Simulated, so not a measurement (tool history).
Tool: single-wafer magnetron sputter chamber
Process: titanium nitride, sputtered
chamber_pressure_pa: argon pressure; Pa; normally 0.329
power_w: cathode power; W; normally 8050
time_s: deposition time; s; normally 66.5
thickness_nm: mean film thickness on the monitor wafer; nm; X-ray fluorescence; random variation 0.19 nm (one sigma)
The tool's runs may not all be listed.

run	hour	chamber_pressure_pa	power_w	time_s	wafers since the last listed run	wafers on the sputter target	hours since the last manometer calibration	hours since the magnet pack was replaced	hours since the gauge calibration	read-back reference wafer on the same gauge, thickness_nm	thickness_nm
1	0.0	0.329	8050	66.5	0	1341	1793.2	4539.2	655.3	110.007	103.709
2	66.2	0.329	8050	66.5	820	2161	1859.4	4605.4	721.5	109.970	103.256
# hour 66.3: gauge calibrated
3	127.6	0.329	8050	66.5	760	2922	1920.8	4666.8	61.3	110.040	103.227
# hour 168.1: sputter target and shields replaced
4	178.7	0.402	8050	66.5	533	131	1971.9	4717.9	112.4	110.052	102.428
5	264.7	0.402	8050	66.5	1065	1196	2057.9	4803.9	198.4	110.005	101.252
6	370.4	0.402	8050	66.5	1309	2506	2163.6	4909.6	304.1	109.927	101.150
# hour 444.1: sputter target and shields replaced
7	465.0	0.329	8050	77.0	1072	259	2258.2	5004.2	398.7	110.029	121.107
8	515.4	0.329	8050	66.5	624	883	2308.6	5054.6	449.1	109.947	103.925
9	553.9	0.254	8050	71.6	476	1360	2347.1	5093.1	487.6	110.079	113.996
10	637.6	0.329	6800	79.0	1036	2397	2430.8	5176.8	571.3	110.016	108.755
# hour 646.4: capacitance manometer re-zeroed and calibrated
# hour 699.3: sputter target and shields replaced
11	707.2	0.427	9250	66.5	663	97	60.8	5246.4	640.9	109.906	111.775
# hour 765.3: magnet pack replaced
12	765.8	0.393	9450	79.0	626	724	119.4	0.5	699.5	110.019	135.457
# hour 807.0: gauge calibrated
13	846.5	0.442	9450	58.3	999	1724	200.1	81.2	39.5	110.076	97.975
14	926.9	0.254	8050	71.6	995	2720	280.5	161.6	119.9	109.906	112.921
# hour 943.5: sputter target and shields replaced
15	1094.8	0.458	8050	61.6	1980	1874	448.4	329.5	287.8	109.987	91.563
# hour 1170.0: sputter target and shields replaced
16	1176.4	0.329	8950	73.8	911	79	530.0	411.1	369.4	110.088	125.307

Each row is a separate what-if for the run after 16, all from the same tool condition, not one after another. Results?
A	1176.8	0.329	9900	66.5	4	84	530.4	411.5	369.8	?	?
B	1176.8	0.404	9000	73.9	4	84	530.4	411.5	369.8	?	?
C	1176.8	0.329	8800	66.5	4	84	530.4	411.5	369.8	?	?
D	1176.8	0.329	9450	73.9	4	84	530.4	411.5	369.8	?	?

run	read-back reference wafer on the same gauge, thickness_nm	thickness_nm
A	110.096	122.566
B	110.096	123.567
C	110.096	111.880
D	110.096	131.346
Stripped of hidden state, with their random variation kept, the same runs would have yielded:
run	thickness_nm
A	121.597
B	122.357
C	110.995
D	130.308
